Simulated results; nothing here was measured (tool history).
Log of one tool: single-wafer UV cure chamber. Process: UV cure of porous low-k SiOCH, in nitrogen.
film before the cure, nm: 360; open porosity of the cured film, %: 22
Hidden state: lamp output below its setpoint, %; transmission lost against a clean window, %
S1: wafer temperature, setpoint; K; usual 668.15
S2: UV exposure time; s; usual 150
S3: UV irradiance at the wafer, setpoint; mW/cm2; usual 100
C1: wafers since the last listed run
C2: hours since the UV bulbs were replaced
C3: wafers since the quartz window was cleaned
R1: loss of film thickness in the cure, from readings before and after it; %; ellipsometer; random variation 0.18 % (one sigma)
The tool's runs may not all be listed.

run    hour      S1   S2   S3   C1      C2    C3      R1
  1     0.0  668.15  130  100    0  2466.9   132   9.521
  2    78.6  668.15  150  100  544  2545.5   676   9.889
  3   179.8  668.15  150  100  700  2646.7  1377   9.530
  4   238.8  668.15  150  100  408  2705.7  1786   9.001
      250.9  -- quartz window cleaned
  5   331.9  668.15  150   78  589  2798.8   561   8.562
  6   374.5  668.15  150   78  295  2841.4   856   8.731
  7   438.9  668.15  150   78  446  2905.8  1302   8.285
      499.5  -- quartz window cleaned
  8   530.1  668.15  150  100  576  2997.0   212  10.056
      581.9  -- UV bulbs replaced
  9   607.6  657.15  150  100  481    25.7   693   9.764
 10   701.5  687.15  200  100  650   119.6  1343  11.051
      730.3  -- quartz window cleaned
 11   805.3  658.15  200  100  663   223.4   519  10.976
 12   881.0  668.15  225  127  524   299.1  1043  12.765
      973.2  -- quartz window cleaned
 13   982.7  668.15  150  130  648   400.8    65  11.345
 14  1045.8  668.15  150  100  437   463.9   502   9.821
 15  1107.1  683.15   80  131  424   525.2   927   8.203
 16  1178.9  668.15  150  100  497   597.0  1424   9.294
     1261.0  -- quartz window cleaned
 17  1266.0  668.15  150  100  547   684.1    34   9.925

Some steps in R1 between neighbouring runs. How much of each would the tool show without its hidden state too (settings, what came in, random variation), and how much is left for the hidden state, with any gauge scatter that isn't in both results?
Run 11 -> 12: S1 658.15 -> 668.15, S2 200 -> 225, S3 100 -> 127. R1 +1.789 %: hidden state -0.341, all else +2.130.
Run 16 -> 17: quartz window cleaned. R1 +0.631 %: hidden state +0.913, all else -0.282.

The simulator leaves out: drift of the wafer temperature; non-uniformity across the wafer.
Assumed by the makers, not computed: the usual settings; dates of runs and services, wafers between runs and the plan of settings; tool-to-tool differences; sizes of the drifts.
